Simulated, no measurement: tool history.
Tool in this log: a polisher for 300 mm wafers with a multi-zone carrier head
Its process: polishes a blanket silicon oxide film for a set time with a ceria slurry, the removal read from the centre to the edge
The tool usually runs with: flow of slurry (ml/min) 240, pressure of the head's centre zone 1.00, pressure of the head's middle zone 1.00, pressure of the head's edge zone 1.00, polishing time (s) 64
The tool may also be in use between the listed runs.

run    hour  flow of slurry (ml/min)  pressure of the head's centre zone  pressure of the head's middle zone  pressure of the head's edge zone  polishing time (s)  wafers since the last listed run  wafers polished on this pad  hours since the slurry nozzle was cleaned  hours since the centre zone pressure was calibrated  hours since the edge zone pressure was calibrated  hours since the carrier head's membrane was replaced  incoming thickness of the incoming film, nm  film removed at the wafer's centre (Å)  film removed at mid-radius (Å)  film removed at the wafer's edge (Å)
  1     0.0                      240                                0.96                                1.00                              1.00                  64                                 0                         2759                                      323.5                                                600.3                                             1022.8                                                 561.8                                       1213.6                                    3501                            3786                                  3750
  2    57.0                      240                                0.96                                1.00                              1.00                  64                               398                         3157                                      380.5                                                657.3                                             1079.8                                                 618.8                                       1218.8                                    3522                            3773                                  3796
       62.8  -- worn pad replaced by a new one
  3   108.5                      240                                0.95                                1.00                              1.00                  64                               332                          319                                      432.0                                                708.8                                             1131.3                                                 670.3                                       1224.6                                    3476                            3742                                  3744
      110.6  -- centre zone pressure recalibrated
  4   150.8                      205                                1.00                                1.00                              1.00                  64                               281                          600                                      474.3                                                 40.2                                             1173.6                                                 712.6                                       1208.1                                    3695                            3690                                  3781
  5   193.2                      240                                1.00                                0.88                              1.00                  64                               296                          897                                      516.7                                                 82.6                                             1216.0                                                 755.0                                       1217.7                                    3771                            3387                                  3750
  6   233.2                      305                                1.00                                1.00                              0.91                  71                               279                         1176                                      556.7                                                122.6                                             1256.0                                                 795.0                                       1246.0                                    4234                            4333                                  4047
      295.2  -- carrier head's membrane replaced by a new one
  7   295.7                      240                                1.04                                1.00                              1.00                  64                               401                         1578                                      619.2                                                185.1                                             1318.5                                                   0.5                                       1198.7                                    3876                            3777                                  3769
      336.1  -- slurry nozzle cleaned
  8   357.3                      240                                1.00                                1.00                              1.00                  75                               423                         2002                                       21.2                                                246.7                                             1380.1                                                  62.1                                       1229.0                                    4311                            4445                                  4427
  9   418.8                      240                                1.00                                0.93                              1.08                  64                               429                         2432                                       82.7                                                308.2                                             1441.6                                                 123.6                                       1227.5                                    3683                            3517                                  3907
      480.1  -- edge zone pressure recalibrated
 10   486.2                      240                                1.00                                1.00                              1.03                  64                               457                         2889                                      150.1                                                375.6                                                6.1                                                 191.0                                       1199.7                                    3643                            3779                                  3794
 11   513.2                      160                                1.00                                1.00                              1.05                  64                               188                         3078                                      177.1                                                402.6                                               33.1                                                 218.0                                       1226.8                                    3515                            3601                                  3734
      521.8  -- worn pad replaced by a new one
 12   557.4                      290                                0.89                                1.11                              1.00                  64                               281                          248                                      221.3                                                446.8                                               77.3                                                 262.2                                       1212.4                                    3331                            4198                                  3825
 13   582.8                      240                                1.07                                1.00                              1.00                  64                               177                          426                                      246.7                                                472.2                                              102.7                                                 287.6                                       1227.2                                    3909                            3831                                  3767
 14   644.7                      240                                1.00                                1.00                              1.00                  64                               432                          859                                      308.6                                                534.1                                              164.6                                                 349.5                                       1228.3                                    3633                            3812                                  3804
 15   709.1                      240                                1.00                                0.93                              1.05                  64                               450                         1309                                      373.0                                                598.5                                              229.0                                                 413.9                                       1217.5                                    3638                            3651                                  3870
      711.4  -- centre zone pressure recalibrated
 16   754.6                      240                                1.00                                1.00                              1.00                  64                               304                         1613                                      418.5                                                 43.2                                              274.5                                                 459.4                                       1237.6                                    3790                            3862                                  3801
 17   793.5                      240                                1.00                                1.06                              1.08                  64                               271                         1885                                      457.4                                                 82.1                                              313.4                                                 498.3                                       1214.8                                    3777                            3978                                  3967
 18   972.0                      240                                1.06                                1.03                              1.05                  77                              1247                         3132                                      635.9                                                260.6                                              491.9                                                 676.8                                       1212.9                                    4792                            4672                                  4708
 19  1019.0                      240                                1.00                                1.00                              1.00                  64                               328                         3461                                      682.9                                                307.6                                              538.9                                                 723.8                                       1206.5                                    3727                            3820                                  3792
     1042.3  -- worn pad replaced by a new one
     1042.7  -- slurry nozzle cleaned
 20  1087.5                      210                                1.00                                1.00                              1.00                  78                               447                          313                                       44.8                                                376.1                                              607.4                                                 792.3                                       1203.2                                    4415                            4557                                  4539
 21  1126.8                      240                                1.00                                1.00                              0.91                  78                               274                          587                                       84.1                                                415.4                                              646.7                                                 831.6                                       1238.2                                    4474                            4571                                  4440
 22  1170.2                      240                                1.10                                1.05                              1.00                  64                               303                          891                                      127.5                                                458.8                                              690.1                                                 875.0                                       1232.7                                    4044                            3965                                  3782
     1193.7  -- carrier head's membrane replaced by a new one
 23  1200.3                      240                                1.00                                1.05                              1.07                  64                               175                         1066                                      157.6                                                488.9                                              720.2                                                   6.6                                       1230.2                                    3639                            3881                                  3877

Consider 3 possible next runs. They are alternatives, not a sequence: every one starts from the tool as it was left by run 23. What does each give?
  A  1200.7                      240                                1.00                                1.00                              1.07                  64                                 2                         1069                                      158.0                                                489.3                                              720.6                                                   7.0                                       1228.8                                       ?                               ?                                     ?
  B  1200.7                      220                                1.00                                1.00                              1.00                  64                                 2                         1069                                      158.0                                                489.3                                              720.6                                                   7.0                                       1228.8                                       ?                               ?                                     ?
  C  1200.7                      295                                1.00                                1.00                              1.07                  64                                 2                         1069                                      158.0                                                489.3                                              720.6                                                   7.0                                       1228.8                                       ?                               ?                                     ?

run  film removed at the wafer's centre (Å)  film removed at mid-radius (Å)  film removed at the wafer's edge (Å)
  A                                    3673                            3729                                  3916
  B                                    3642                            3700                                  3770
  C                                    3745                            3795                                  3968
With no hidden state in the tool, these same runs would have given:
run  film removed at the wafer's centre (Å)  film removed at mid-radius (Å)  film removed at the wafer's edge (Å)
  A                                    3791                            3729                                  3916
  B                                    3759                            3700                                  3770
  C                                    3865                            3794                                  3968

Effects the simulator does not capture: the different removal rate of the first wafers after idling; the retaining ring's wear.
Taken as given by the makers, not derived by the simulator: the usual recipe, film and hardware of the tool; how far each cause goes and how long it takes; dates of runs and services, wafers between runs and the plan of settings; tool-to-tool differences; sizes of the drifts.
